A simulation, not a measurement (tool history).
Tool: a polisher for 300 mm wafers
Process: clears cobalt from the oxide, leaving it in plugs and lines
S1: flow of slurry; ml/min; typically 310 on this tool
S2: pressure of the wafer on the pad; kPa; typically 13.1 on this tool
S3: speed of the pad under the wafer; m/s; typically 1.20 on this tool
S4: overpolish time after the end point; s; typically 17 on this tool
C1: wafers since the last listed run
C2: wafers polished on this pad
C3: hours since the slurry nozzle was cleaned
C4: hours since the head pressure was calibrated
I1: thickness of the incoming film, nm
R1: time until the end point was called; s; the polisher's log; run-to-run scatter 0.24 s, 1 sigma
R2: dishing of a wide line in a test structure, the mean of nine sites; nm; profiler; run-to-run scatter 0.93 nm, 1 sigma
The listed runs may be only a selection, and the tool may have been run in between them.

| run | hour | S1 | S2 | S3 | S4 | C1 | C2 | C3 | C4 | I1 | R1 | R2 |
|---|---|---|---|---|---|---|---|---|---|---|---|---|
| 1 | 0.0 | 310 | 14.5 | 1.00 | 17 | 0 | 4093 | 458.0 | 205.9 | 150.6 | 27.9 | 46.8 |
|  | 3.0 | slurry nozzle cleaned |
| 2 | 95.0 | 310 | 13.1 | 1.20 | 17 | 1203 | 5297 | 92.0 | 300.9 | 150.8 | 26.7 | 47.4 |
|  | 159.6 | worn pad replaced by a new one |
| 3 | 160.1 | 310 | 10.3 | 1.20 | 17 | 782 | 6 | 157.1 | 366.0 | 149.6 | 29.4 | 44.8 |
|  | 246.3 | head pressure recalibrated |
| 4 | 252.3 | 310 | 10.3 | 1.20 | 17 | 1154 | 1160 | 249.3 | 6.0 | 150.9 | 33.8 | 44.4 |
| 5 | 311.5 | 310 | 10.3 | 1.20 | 17 | 757 | 1918 | 308.5 | 65.2 | 147.8 | 32.3 | 43.1 |
| 6 | 376.8 | 310 | 13.1 | 1.20 | 17 | 835 | 2754 | 373.8 | 130.5 | 151.1 | 26.2 | 47.8 |
| 7 | 472.5 | 310 | 13.1 | 1.20 | 17 | 1225 | 3979 | 469.5 | 226.2 | 149.3 | 25.7 | 48.4 |
|  | 487.5 | slurry nozzle cleaned |
| 8 | 571.3 | 310 | 13.1 | 1.20 | 17 | 1251 | 5231 | 83.8 | 325.0 | 149.9 | 26.2 | 49.2 |
| 9 | 616.0 | 310 | 13.1 | 1.20 | 17 | 572 | 5803 | 128.5 | 369.7 | 147.4 | 25.5 | 48.4 |
|  | 646.8 | worn pad replaced by a new one |
| 10 | 660.8 | 310 | 13.1 | 1.20 | 17 | 522 | 178 | 173.3 | 414.5 | 151.6 | 23.5 | 51.3 |
| 11 | 728.4 | 310 | 13.1 | 1.20 | 17 | 865 | 1044 | 240.9 | 482.1 | 152.0 | 24.3 | 51.3 |
| 12 | 797.5 | 310 | 13.1 | 1.50 | 17 | 884 | 1928 | 310.0 | 551.2 | 148.6 | 19.7 | 53.5 |
|  | 812.6 | head pressure recalibrated |
| 13 | 843.2 | 310 | 13.1 | 1.50 | 17 | 559 | 2487 | 355.7 | 30.6 | 151.5 | 22.0 | 52.3 |
| 14 | 925.7 | 310 | 13.1 | 1.50 | 17 | 1056 | 3544 | 438.2 | 113.1 | 151.0 | 22.2 | 51.9 |
| 15 | 979.8 | 210 | 13.1 | 0.98 | 17 | 692 | 4236 | 492.3 | 167.2 | 147.5 | 32.1 | 43.7 |
| 16 | 1042.3 | 310 | 13.1 | 1.20 | 17 | 800 | 5036 | 554.8 | 229.7 | 148.7 | 26.0 | 49.5 |
|  | 1045.8 | slurry nozzle cleaned |
| 17 | 1126.4 | 310 | 13.1 | 1.20 | 17 | 1063 | 6100 | 80.6 | 313.8 | 151.5 | 26.5 | 49.2 |
| 18 | 1187.1 | 200 | 13.1 | 1.20 | 17 | 777 | 6877 | 141.3 | 374.5 | 149.4 | 27.5 | 48.8 |
|  | 1215.2 | worn pad replaced by a new one |
| 19 | 1261.1 | 310 | 13.1 | 0.78 | 17 | 896 | 587 | 215.3 | 448.5 | 147.8 | 33.2 | 42.2 |
| 20 | 1299.0 | 310 | 11.7 | 1.20 | 22 | 485 | 1072 | 253.2 | 486.4 | 149.0 | 27.2 | 52.1 |
|  | 1395.5 | head pressure recalibrated |
| 21 | 1403.6 | 370 | 9.7 | 1.20 | 7 | 1313 | 2385 | 357.8 | 8.1 | 151.8 | 36.8 | 22.4 |
| 22 | 1452.9 | 255 | 9.0 | 1.00 | 13 | 631 | 3016 | 407.1 | 57.4 | 151.7 | 47.1 | 29.5 |
| 23 | 1559.4 | 270 | 13.1 | 1.20 | 17 | 1363 | 4380 | 513.6 | 163.9 | 148.9 | 26.3 | 48.1 |
|  | 1565.1 | slurry nozzle cleaned |
| 24 | 1637.2 | 415 | 11.0 | 0.98 | 17 | 983 | 5363 | 72.1 | 241.7 | 149.0 | 35.9 | 40.6 |
|  | 1688.5 | worn pad replaced by a new one |
| 25 | 1708.8 | 310 | 13.1 | 1.20 | 17 | 865 | 260 | 143.7 | 313.3 | 152.2 | 23.7 | 52.1 |
| 26 | 1747.3 | 310 | 13.1 | 1.20 | 26 | 492 | 753 | 182.2 | 351.8 | 150.7 | 24.0 | 59.1 |
| 27 | 1803.5 | 270 | 9.7 | 1.20 | 17 | 719 | 1472 | 238.4 | 408.0 | 149.9 | 33.2 | 43.2 |
| 28 | 1853.5 | 310 | 13.1 | 0.86 | 10 | 640 | 2112 | 288.4 | 458.0 | 151.2 | 33.9 | 32.5 |
| 29 | 1916.4 | 405 | 11.0 | 1.06 | 17 | 805 | 2917 | 351.3 | 520.9 | 149.1 | 32.2 | 43.9 |
|  | 1934.0 | head pressure recalibrated |
| 30 | 1992.4 | 310 | 13.1 | 1.50 | 17 | 947 | 3865 | 427.3 | 58.4 | 149.0 | 22.6 | 53.9 |
| 31 | 2089.2 | 310 | 9.0 | 1.20 | 12 | 1239 | 5104 | 524.1 | 155.2 | 150.3 | 38.6 | 31.3 |
|  | 2141.6 | slurry nozzle cleaned |
| 32 | 2161.8 | 310 | 13.1 | 1.20 | 17 | 916 | 6020 | 20.2 | 227.8 | 149.2 | 26.5 | 47.4 |
|  | 2234.6 | worn pad replaced by a new one |
| 33 | 2246.7 | 310 | 17.2 | 1.20 | 17 | 1035 | 154 | 105.1 | 312.7 | 148.4 | 17.2 | 55.9 |

Hidden state or all else? Some run-to-run changes of R1, split into what the settings, what came in and random variation would give without the hidden state, and what is left for the hidden state (with any gauge scatter that isn't in both results):
Hidden state present: removal rate lost through wear of the pad, %; slurry flow missing at the pad, %; deviation of the head's pressure from its setpoint, %.
Run 2 -> 3: S2 13.1 -> 10.3, worn pad replaced by a new one. R1 +2.7 s: hidden state -3.4, all else +6.1.
Run 3 -> 4: head pressure recalibrated. R1 +4.4 s: hidden state +3.5, all else +0.9.
Run 20 -> 21: S1 310 -> 370, S2 11.7 -> 9.7, S4 22 -> 7, head pressure recalibrated. R1 +9.6 s: hidden state +3.5, all else +6.1.
Run 22 -> 23: S1 255 -> 270, S2 9.0 -> 13.1, S3 1.00 -> 1.20, S4 13 -> 17. R1 -20.8 s: hidden state -1.9, all else -18.9.
Run 24 -> 25: S1 415 -> 310, S2 11.0 -> 13.1, S3 0.98 -> 1.20, worn pad replaced by a new one. R1 -12.2 s: hidden state -3.4, all else -8.8.
Run 30 -> 31: S2 13.1 -> 9.0, S3 1.50 -> 1.20, S4 17 -> 12. R1 +16.0 s: hidden state +0.9, all else +15.1.
